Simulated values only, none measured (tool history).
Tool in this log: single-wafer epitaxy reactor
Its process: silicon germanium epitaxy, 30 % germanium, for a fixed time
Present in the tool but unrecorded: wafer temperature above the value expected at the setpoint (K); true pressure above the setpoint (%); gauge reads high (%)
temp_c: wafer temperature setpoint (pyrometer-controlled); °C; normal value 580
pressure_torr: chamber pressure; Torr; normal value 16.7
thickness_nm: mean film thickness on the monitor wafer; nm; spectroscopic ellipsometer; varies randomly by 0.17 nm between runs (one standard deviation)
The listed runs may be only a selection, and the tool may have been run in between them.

run,hour,temp_c,pressure_torr,wafers since the last listed run,hours since the last pyrometer calibration,hours since the last manometer calibration,hours since the showerhead was replaced,hours since the gauge calibration,"read-back reference wafer on the same gauge, thickness_nm",thickness_nm
1,0.0,580,16.7,0,710.5,425.9,2998.1,336.3,41.056,38.627
2,294.7,580,16.7,5688,1005.2,720.6,3292.8,631.0,41.096,38.822
3,339.8,580,16.7,870,1050.3,765.7,3337.9,676.1,41.031,38.878
4,409.9,580,16.7,1353,1120.4,835.8,3408.0,746.2,41.167,38.857
5,508.9,580,16.7,1911,1219.4,934.8,3507.0,845.2,41.045,38.917
# hour 564.2: capacitance manometer re-zeroed and calibrated
6,599.3,580,16.7,1590,1309.8,35.1,3597.4,935.6,41.104,38.896
# hour 608.0: pyrometer calibrated
7,658.1,580,14.8,980,50.1,93.9,3656.2,994.4,41.088,37.426
# hour 676.8: gauge calibrated
# hour 725.1: showerhead replaced
8,848.7,580,16.7,3524,240.7,284.5,123.6,171.9,41.119,38.719
9,939.7,580,15.4,1756,331.7,375.5,214.6,262.9,41.129,38.049
10,977.7,580,16.7,733,369.7,413.5,252.6,300.9,41.060,38.852
11,1082.4,580,19.7,2021,474.4,518.2,357.3,405.6,41.091,41.147
12,1143.6,569,19.3,1181,535.6,579.4,418.5,466.8,41.118,32.298
13,1234.3,580,19.7,1750,626.3,670.1,509.2,557.5,41.147,41.254
14,1295.1,567,18.3,1173,687.1,730.9,570.0,618.3,41.068,30.152
15,1354.5,580,20.6,1146,746.5,790.3,629.4,677.7,41.163,42.201
16,1453.0,585,18.0,1901,845.0,888.8,727.9,776.2,41.075,44.698
17,1503.0,580,18.4,965,895.0,938.8,777.9,826.2,41.088,40.285

What if the next run were any one of these 4? Each begins from the tool's condition after run 17:
A,1503.4,595,16.7,7,895.4,939.2,778.3,826.6,?,?
B,1503.4,575,13.4,7,895.4,939.2,778.3,826.6,?,?
C,1503.4,572,18.1,7,895.4,939.2,778.3,826.6,?,?
D,1503.4,588,19.4,7,895.4,939.2,778.3,826.6,?,?

run,"read-back reference wafer on the same gauge, thickness_nm",thickness_nm
A,41.096,53.579
B,41.096,32.360
C,41.096,33.503
D,41.096,48.651
Without the tool's hidden state the same runs would have given:
run,thickness_nm
A,53.579
B,32.360
C,33.503
D,48.651

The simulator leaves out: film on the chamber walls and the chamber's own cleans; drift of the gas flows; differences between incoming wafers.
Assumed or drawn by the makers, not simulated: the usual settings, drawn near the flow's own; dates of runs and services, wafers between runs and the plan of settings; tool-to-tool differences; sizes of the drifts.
